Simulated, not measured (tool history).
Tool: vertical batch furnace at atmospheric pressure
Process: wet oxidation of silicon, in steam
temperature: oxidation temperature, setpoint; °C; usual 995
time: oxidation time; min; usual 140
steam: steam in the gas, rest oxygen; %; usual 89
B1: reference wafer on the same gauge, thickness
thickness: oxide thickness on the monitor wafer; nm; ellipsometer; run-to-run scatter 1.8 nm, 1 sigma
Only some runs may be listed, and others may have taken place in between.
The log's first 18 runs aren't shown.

run 19 hour=307.8 | temperature=984 time=87.5 steam=93 | B1=580.68 | thickness=465.14
run 20 hour=317.7 | temperature=995 time=140 steam=89 | B1=579.91 | thickness=661.62
run 21 hour=331.9 | temperature=995 time=140 steam=89 | B1=580.11 | thickness=661.74
run 22 hour=344 | temperature=995 time=140 steam=89 | B1=580.94 | thickness=658.27
run 23 hour=355.3 | temperature=977 time=182.5 steam=95 | B1=579.36 | thickness=727.65
run 24 hour=365.6 | temperature=1005 time=117 steam=89 | B1=579.73 | thickness=628.04
-- hour=371.8 gauge calibrated
run 25 hour=391 | temperature=995 time=140 steam=89 | B1=579.92 | thickness=657.99
run 26 hour=405.2 | temperature=982 time=140 steam=89 | B1=580.3 | thickness=608.03
run 27 hour=427.1 | temperature=1008 time=140 steam=86 | B1=579.76 | thickness=693.34
run 28 hour=437.9 | temperature=983 time=140 steam=89 | B1=579.92 | thickness=612.31
run 29 hour=458.9 | temperature=986 time=172.5 steam=84 | B1=580.23 | thickness=688.94
run 30 hour=478.6 | temperature=995 time=140 steam=89 | B1=579.89 | thickness=658.52
run 31 hour=501.6 | temperature=1016 time=140 steam=80 | B1=580.06 | thickness=694.26
run 32 hour=515.2 | temperature=1007 time=199 steam=85 | B1=579.84 | thickness=848.7
run 33 hour=529.5 | temperature=1004 time=140 steam=93 | B1=580.26 | thickness=717.72
run 34 hour=541.9 | temperature=1004 time=140 steam=89 | B1=580 | thickness=699.92
run 35 hour=551 | temperature=995 time=140 steam=89 | B1=579.43 | thickness=656.22
run 36 hour=575 | temperature=980 time=73.5 steam=89 | B1=579.15 | thickness=392.93
run 37 hour=643.2 | temperature=1009 time=140 steam=89 | B1=579.81 | thickness=719.43

What if the next run were any one of these 5? Each begins from the tool's condition after run 37:
run A hour=649.3 | temperature=995 time=140 steam=89 | B1=? | thickness=?
run B hour=649.3 | temperature=995 time=101 steam=89 | B1=? | thickness=?
run C hour=649.3 | temperature=1004 time=76 steam=89 | B1=? | thickness=?
run D hour=649.3 | temperature=1004 time=140 steam=97 | B1=? | thickness=?
run E hour=649.3 | temperature=995 time=79 steam=81 | B1=? | thickness=?

run=A B1=579.59 thickness=662.67
run=B B1=579.59 thickness=538.57
run=C B1=579.59 thickness=474.94
run=D B1=579.59 thickness=735.75
run=E B1=579.59 thickness=431.29
Without the tool's unlogged condition, the same runs would have read:
run=A thickness=658.26
run=B thickness=534.72
run=C thickness=471.51
run=D thickness=731.21
run=E thickness=427.95
